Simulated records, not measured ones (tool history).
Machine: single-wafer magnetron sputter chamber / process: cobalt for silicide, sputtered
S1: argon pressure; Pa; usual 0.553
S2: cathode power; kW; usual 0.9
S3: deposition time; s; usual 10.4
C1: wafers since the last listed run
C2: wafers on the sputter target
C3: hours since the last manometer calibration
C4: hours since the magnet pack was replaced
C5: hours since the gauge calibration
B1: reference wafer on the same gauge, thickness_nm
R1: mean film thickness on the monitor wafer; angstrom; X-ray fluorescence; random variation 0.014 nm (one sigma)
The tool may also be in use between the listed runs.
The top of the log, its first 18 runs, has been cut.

{"hour": 902.4, "done": "capacitance manometer re-zeroed and calibrated"}
{"run": 19, "hour": 927.0, "S1": 0.553, "S2": 0.9, "S3": 10.4, "C1": 1090, "C2": 6990, "C3": 24.6, "C4": 5984.7, "C5": 2954, "B1": 4.795, "R1": 47.27}
{"run": 20, "hour": 974.1, "S1": 0.405, "S2": 0.9, "S3": 8.8, "C1": 1533, "C2": 8523, "C3": 71.7, "C4": 6031.8, "C5": 3001.1, "B1": 4.789, "R1": 41.04}
{"run": 21, "hour": 1113.9, "S1": 0.367, "S2": 0.9, "S3": 11.9, "C1": 4550, "C2": 13074, "C3": 211.5, "C4": 6171.6, "C5": 3140.9, "B1": 4.792, "R1": 55.69}
{"hour": 1126.1, "done": "magnet pack replaced"}
{"run": 22, "hour": 1150.4, "S1": 0.496, "S2": 0.95, "S3": 9.3, "C1": 927, "C2": 14002, "C3": 248, "C4": 24.3, "C5": 3177.4, "B1": 4.792, "R1": 44.66}
{"run": 23, "hour": 1198.2, "S1": 0.711, "S2": 0.9, "S3": 10.4, "C1": 1556, "C2": 15558, "C3": 295.8, "C4": 72.1, "C5": 3225.2, "B1": 4.793, "R1": 45.62}
{"run": 24, "hour": 1251.9, "S1": 0.553, "S2": 0.9, "S3": 10.4, "C1": 1748, "C2": 17306, "C3": 349.5, "C4": 125.8, "C5": 3278.9, "B1": 4.791, "R1": 46.89}
{"hour": 1311.5, "done": "gauge calibrated"}
{"hour": 1316.9, "done": "sputter target and shields replaced"}
{"run": 25, "hour": 1320.0, "S1": 0.725, "S2": 0.9, "S3": 10.4, "C1": 1956, "C2": 101, "C3": 417.6, "C4": 193.9, "C5": 8.5, "B1": 4.791, "R1": 46.71}
{"run": 26, "hour": 1386.0, "S1": 0.417, "S2": 0.75, "S3": 12.2, "C1": 2148, "C2": 2249, "C3": 483.6, "C4": 259.9, "C5": 74.5, "B1": 4.795, "R1": 48.45}
{"run": 27, "hour": 1447.5, "S1": 0.553, "S2": 0.9, "S3": 10.4, "C1": 2002, "C2": 4251, "C3": 545.1, "C4": 321.4, "C5": 136, "B1": 4.789, "R1": 47.78}
{"run": 28, "hour": 1506.5, "S1": 0.553, "S2": 0.7, "S3": 10.9, "C1": 1920, "C2": 6172, "C3": 604.1, "C4": 380.4, "C5": 195, "B1": 4.788, "R1": 39.11}
{"run": 29, "hour": 1564.4, "S1": 0.553, "S2": 0.9, "S3": 9.3, "C1": 1884, "C2": 8057, "C3": 662, "C4": 438.3, "C5": 252.9, "B1": 4.791, "R1": 42.27}
{"run": 30, "hour": 1601.7, "S1": 0.346, "S2": 1.1, "S3": 8.8, "C1": 1214, "C2": 9271, "C3": 699.3, "C4": 475.6, "C5": 290.2, "B1": 4.791, "R1": 50.33}
{"run": 31, "hour": 1794.3, "S1": 0.489, "S2": 0.7, "S3": 8.6, "C1": 6269, "C2": 15541, "C3": 891.9, "C4": 668.2, "C5": 482.8, "B1": 4.793, "R1": 31.17}
{"hour": 1848.1, "done": "sputter target and shields replaced"}
{"run": 32, "hour": 1853.5, "S1": 0.434, "S2": 0.8, "S3": 10.4, "C1": 1666, "C2": 176, "C3": 951.1, "C4": 727.4, "C5": 542, "B1": 4.785, "R1": 44.16}
{"run": 33, "hour": 1895.6, "S1": 0.553, "S2": 0.75, "S3": 9.5, "C1": 1370, "C2": 1547, "C3": 993.2, "C4": 769.5, "C5": 584.1, "B1": 4.791, "R1": 36.94}
{"run": 34, "hour": 1956.1, "S1": 0.464, "S2": 0.9, "S3": 10.4, "C1": 1969, "C2": 3516, "C3": 1053.7, "C4": 830, "C5": 644.6, "B1": 4.791, "R1": 48.64}

Alternative continuations, all from the tool just after run 34; predict every row:
{"run": "A", "hour": 1956.5, "S1": 0.553, "S2": 0.9, "S3": 10.4, "C1": 13, "C2": 3529, "C3": 1054.1, "C4": 830.4, "C5": 645, "B1": "?", "R1": "?"}
{"run": "B", "hour": 1956.5, "S1": 0.553, "S2": 0.75, "S3": 11.2, "C1": 13, "C2": 3529, "C3": 1054.1, "C4": 830.4, "C5": 645, "B1": "?", "R1": "?"}
{"run": "C", "hour": 1956.5, "S1": 0.352, "S2": 1, "S3": 11.9, "C1": 13, "C2": 3529, "C3": 1054.1, "C4": 830.4, "C5": 645, "B1": "?", "R1": "?"}
{"run": "D", "hour": 1956.5, "S1": 0.669, "S2": 1.05, "S3": 11.8, "C1": 13, "C2": 3529, "C3": 1054.1, "C4": 830.4, "C5": 645, "B1": "?", "R1": "?"}
{"run": "E", "hour": 1956.5, "S1": 0.553, "S2": 0.8, "S3": 8.4, "C1": 13, "C2": 3529, "C3": 1054.1, "C4": 830.4, "C5": 645, "B1": "?", "R1": "?"}

run=A B1=4.792 R1=47.59
run=B B1=4.792 R1=43.13
run=C B1=4.792 R1=62.55
run=D B1=4.792 R1=61.21
run=E B1=4.792 R1=34.38
The same runs, with their run-to-run variation unchanged, on a tool lacking any hidden condition would have given:
run=A R1=48.05
run=B R1=43.55
run=C R1=63.22
run=D R1=61.76
run=E R1=34.71
